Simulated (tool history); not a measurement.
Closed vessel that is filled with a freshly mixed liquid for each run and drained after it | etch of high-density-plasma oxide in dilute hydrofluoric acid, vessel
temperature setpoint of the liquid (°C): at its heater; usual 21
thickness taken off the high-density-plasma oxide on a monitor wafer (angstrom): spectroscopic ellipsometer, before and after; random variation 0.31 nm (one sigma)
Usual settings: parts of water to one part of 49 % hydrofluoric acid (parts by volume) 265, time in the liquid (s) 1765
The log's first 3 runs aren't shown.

run	hour	temperature setpoint of the liquid (°C)	parts of water to one part of 49 % hydrofluoric acid (parts by volume)	time in the liquid (s)	wafers since the last listed run	hours since the thermometer was replaced	hours since the hydrofluoric acid flow meter was replaced	hours since the gauge calibration	read-back film thickness of the high-density-plasma oxide reference wafer, read on the same gauge (nm)	thickness taken off the high-density-plasma oxide on a monitor wafer (angstrom)
4	189.3	21	265	1765	2607	200.6	157.8	2260.7	70.01	493.1
# hour 215.8: gauge calibrated
5	285.4	21	265	1765	3404	296.7	253.9	69.6	69.98	497.8
6	343.5	21	265	1765	2058	354.8	312	127.7	70	490.8
7	402.1	25.5	210	1765	2075	413.4	370.6	186.3	70	774
8	503.2	21	265	895	3581	514.5	471.7	287.4	70.02	251.7
9	585	21	265	1765	2897	596.3	553.5	369.2	70.03	495.8
10	632.3	21	265	840	1675	643.6	600.8	416.5	70	238
11	679.2	21	265	1765	1661	690.5	647.7	463.4	70.01	489.4
12	718.6	18	265	2280	1395	729.9	687.1	502.8	70.04	568.4
13	820.8	23	160	895	3620	832.1	789.3	605	69.99	496.7
14	866.5	21	215	1765	1618	877.8	835	650.7	70.01	640.5
15	905.2	21	265	2595	1370	916.5	873.7	689.4	69.99	730.7
16	941.2	25	390	2440	1275	952.5	909.7	725.4	70.01	466.7
17	995.3	18.5	305	850	1916	1006.6	963.8	779.5	69.97	178.5
18	1053.9	17	310	2190	2075	1065.2	1022.4	838.1	69.96	427.7
19	1097.6	21	265	1765	1548	1108.9	1066.1	881.8	69.96	493.8
20	1194.5	17	350	2470	3432	1205.8	1163	978.7	70	417.2
21	1256.9	21	265	1765	2210	1268.2	1225.4	1041.1	69.98	492
22	1348.3	25.5	225	2750	3237	1359.6	1316.8	1132.5	69.99	1110.1
23	1394.9	23	265	1765	1650	1406.2	1363.4	1179.1	70	526.8
24	1484.4	23.5	265	1765	3170	1495.7	1452.9	1268.6	70.01	536.7
25	1536.1	21	265	1765	1831	1547.4	1504.6	1320.3	70.01	489.1
26	1588.3	25	370	2800	1849	1599.6	1556.8	1372.5	70	573.6
# hour 1618: hydrofluoric acid flow meter replaced
27	1788.9	21	220	2285	7070	1800.2	170.9	1573.1	70	795
28	1876	18.5	225	2530	3085	1887.3	258	1660.2	70	767.6

Run 29 comes next. What will it give?
29	1922.8	22.5	265	1765	1657	1934.1	304.8	1707	?	?

{"run 29": {"read-back film thickness of the high-density-plasma oxide reference wafer, read on the same gauge (nm)": 70.02, "thickness taken off the high-density-plasma oxide on a monitor wafer (angstrom)": 513.7}}
Without the tool's hidden state the same run would have given thickness taken off the high-density-plasma oxide on a monitor wafer (angstrom) 530.6.

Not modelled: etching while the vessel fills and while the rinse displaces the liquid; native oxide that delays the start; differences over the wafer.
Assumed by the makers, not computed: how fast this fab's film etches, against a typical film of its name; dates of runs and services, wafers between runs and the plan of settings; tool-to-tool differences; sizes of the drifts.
